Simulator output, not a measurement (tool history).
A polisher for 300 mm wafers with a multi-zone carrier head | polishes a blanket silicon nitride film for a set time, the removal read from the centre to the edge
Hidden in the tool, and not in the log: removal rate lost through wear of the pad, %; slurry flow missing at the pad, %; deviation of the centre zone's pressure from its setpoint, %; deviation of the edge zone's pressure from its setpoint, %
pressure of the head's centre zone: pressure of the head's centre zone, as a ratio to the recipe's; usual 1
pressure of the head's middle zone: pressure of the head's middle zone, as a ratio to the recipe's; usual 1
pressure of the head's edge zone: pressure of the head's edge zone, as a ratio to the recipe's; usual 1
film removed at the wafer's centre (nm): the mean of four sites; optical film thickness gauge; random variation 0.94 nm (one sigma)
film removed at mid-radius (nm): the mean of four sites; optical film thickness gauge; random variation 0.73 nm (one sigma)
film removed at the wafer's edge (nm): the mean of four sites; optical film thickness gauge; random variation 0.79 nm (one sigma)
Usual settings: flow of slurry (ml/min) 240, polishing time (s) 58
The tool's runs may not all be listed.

| run | hour | flow of slurry (ml/min) | pressure of the head's centre zone | pressure of the head's middle zone | pressure of the head's edge zone | polishing time (s) | wafers since the last listed run | wafers polished on this pad | hours since the slurry nozzle was cleaned | hours since the centre zone pressure was calibrated | hours since the edge zone pressure was calibrated | hours since the carrier head's membrane was replaced | incoming thickness of the incoming film, nm | film removed at the wafer's centre (nm) | film removed at mid-radius (nm) | film removed at the wafer's edge (nm) |
|---|---|---|---|---|---|---|---|---|---|---|---|---|---|---|---|---|
| 1 | 0 | 240 | 1 | 1 | 1 | 58 | 0 | 863 | 253.5 | 77.2 | 386.1 | 494.9 | 601.5 | 64.1 | 66 | 66.2 |
| 2 | 41.2 | 240 | 1 | 1 | 1 | 58 | 426 | 1289 | 294.7 | 118.4 | 427.3 | 536.1 | 606.4 | 65.1 | 67.4 | 66.2 |
| 3 | 134.5 | 220 | 1 | 1 | 1 | 58 | 965 | 2255 | 388 | 211.7 | 520.6 | 629.4 | 602.5 | 65.7 | 66.1 | 64.2 |
|  | 181.9 | worn pad replaced by a new one |
|  | 193 | slurry nozzle cleaned |
| 4 | 329.2 | 220 | 1 | 1 | 1 | 58 | 1962 | 1513 | 136.2 | 406.4 | 715.3 | 824.1 | 589.7 | 65.2 | 66.1 | 63.7 |
| 5 | 372.7 | 220 | 1 | 1 | 1 | 58 | 450 | 1963 | 179.7 | 449.9 | 758.8 | 867.6 | 603.8 | 65.1 | 66.4 | 65.6 |
|  | 416.5 | worn pad replaced by a new one |
| 6 | 421.1 | 240 | 1 | 1 | 1 | 58 | 459 | 47 | 228.1 | 498.3 | 807.2 | 916 | 601.7 | 67.2 | 65.6 | 67.3 |
| 7 | 478 | 240 | 1 | 1 | 1 | 58 | 588 | 635 | 285 | 555.2 | 864.1 | 972.9 | 602.3 | 65.1 | 65.7 | 66.1 |
| 8 | 529.9 | 240 | 1 | 1 | 1 | 58 | 537 | 1172 | 336.9 | 607.1 | 916 | 1024.8 | 605.8 | 66.9 | 66.1 | 66.4 |
| 9 | 567.3 | 240 | 1 | 1 | 1 | 58 | 387 | 1559 | 374.3 | 644.5 | 953.4 | 1062.2 | 603.5 | 66.1 | 65.9 | 67.1 |
| 10 | 648.7 | 320 | 1.11 | 1.11 | 1 | 58 | 842 | 2402 | 455.7 | 725.9 | 1034.8 | 1143.6 | 597.4 | 74.4 | 74.7 | 68 |
|  | 666.9 | centre zone pressure recalibrated |
|  | 721.4 | worn pad replaced by a new one |
|  | 725.9 | carrier head's membrane replaced by a new one |
| 11 | 726.4 | 240 | 1 | 1 | 1.1 | 58 | 695 | 5 | 533.4 | 59.5 | 1112.5 | 0.5 | 596.7 | 66.2 | 66.2 | 69.2 |
|  | 750.1 | slurry nozzle cleaned |
| 12 | 767.8 | 240 | 1 | 1 | 1 | 58 | 418 | 423 | 17.7 | 100.9 | 1153.9 | 41.9 | 599.5 | 66.7 | 66 | 66 |
| 13 | 832.8 | 240 | 1 | 1 | 1 | 58 | 672 | 1096 | 82.7 | 165.9 | 1218.9 | 106.9 | 599.8 | 66.2 | 65.9 | 66.2 |
| 14 | 884.9 | 240 | 1.07 | 1 | 1.11 | 58 | 539 | 1635 | 134.8 | 218 | 1271 | 159 | 601.3 | 70.7 | 66.8 | 69.2 |
|  | 898.8 | edge zone pressure recalibrated |
| 15 | 940.4 | 170 | 1.11 | 1 | 1.04 | 64 | 553 | 2188 | 190.3 | 273.5 | 41.6 | 214.5 | 608 | 76.4 | 68.6 | 71.8 |
|  | 958.6 | worn pad replaced by a new one |
| 16 | 1193 | 220 | 1 | 1 | 1 | 58 | 2572 | 2425 | 442.9 | 526.1 | 294.2 | 467.1 | 601.7 | 64 | 66.3 | 65.3 |
| 17 | 1241.1 | 270 | 1 | 1 | 1 | 71 | 497 | 2923 | 491 | 574.2 | 342.3 | 515.2 | 594.1 | 82 | 81.7 | 82 |
|  | 1256.9 | worn pad replaced by a new one |
| 18 | 1292.3 | 240 | 1 | 1 | 0.96 | 65 | 488 | 366 | 542.2 | 625.4 | 393.5 | 566.4 | 607.6 | 72.9 | 73.3 | 73 |
|  | 1346.4 | slurry nozzle cleaned |
| 19 | 1346.9 | 240 | 1.04 | 1 | 1 | 58 | 554 | 921 | 0.5 | 680 | 448.1 | 621 | 604.1 | 66.7 | 66.8 | 66 |

3 ways to go on from here, each from the tool as it stands after run 19. What would each give?
| A | 1347.3 | 155 | 1 | 1 | 1 | 58 | 4 | 925 | 0.9 | 680.4 | 448.5 | 621.4 | 604.6 | ? | ? | ? |
| B | 1347.3 | 300 | 1.05 | 1 | 0.89 | 46 | 4 | 925 | 0.9 | 680.4 | 448.5 | 621.4 | 604.6 | ? | ? | ? |
| C | 1347.3 | 300 | 1 | 0.89 | 0.92 | 44 | 4 | 925 | 0.9 | 680.4 | 448.5 | 621.4 | 604.6 | ? | ? | ? |

| run | film removed at the wafer's centre (nm) | film removed at mid-radius (nm) | film removed at the wafer's edge (nm) |
|---|---|---|---|
| A | 60.4 | 60.8 | 63.6 |
| B | 56 | 53.4 | 51.5 |
| C | 51.3 | 46.4 | 50.1 |
Without the tool's hidden state the same runs would have given:
| run | film removed at the wafer's centre (nm) | film removed at mid-radius (nm) | film removed at the wafer's edge (nm) |
|---|---|---|---|
| A | 60.4 | 60.8 | 63.6 |
| B | 56 | 53.4 | 51.5 |
| C | 51.3 | 46.4 | 50.1 |
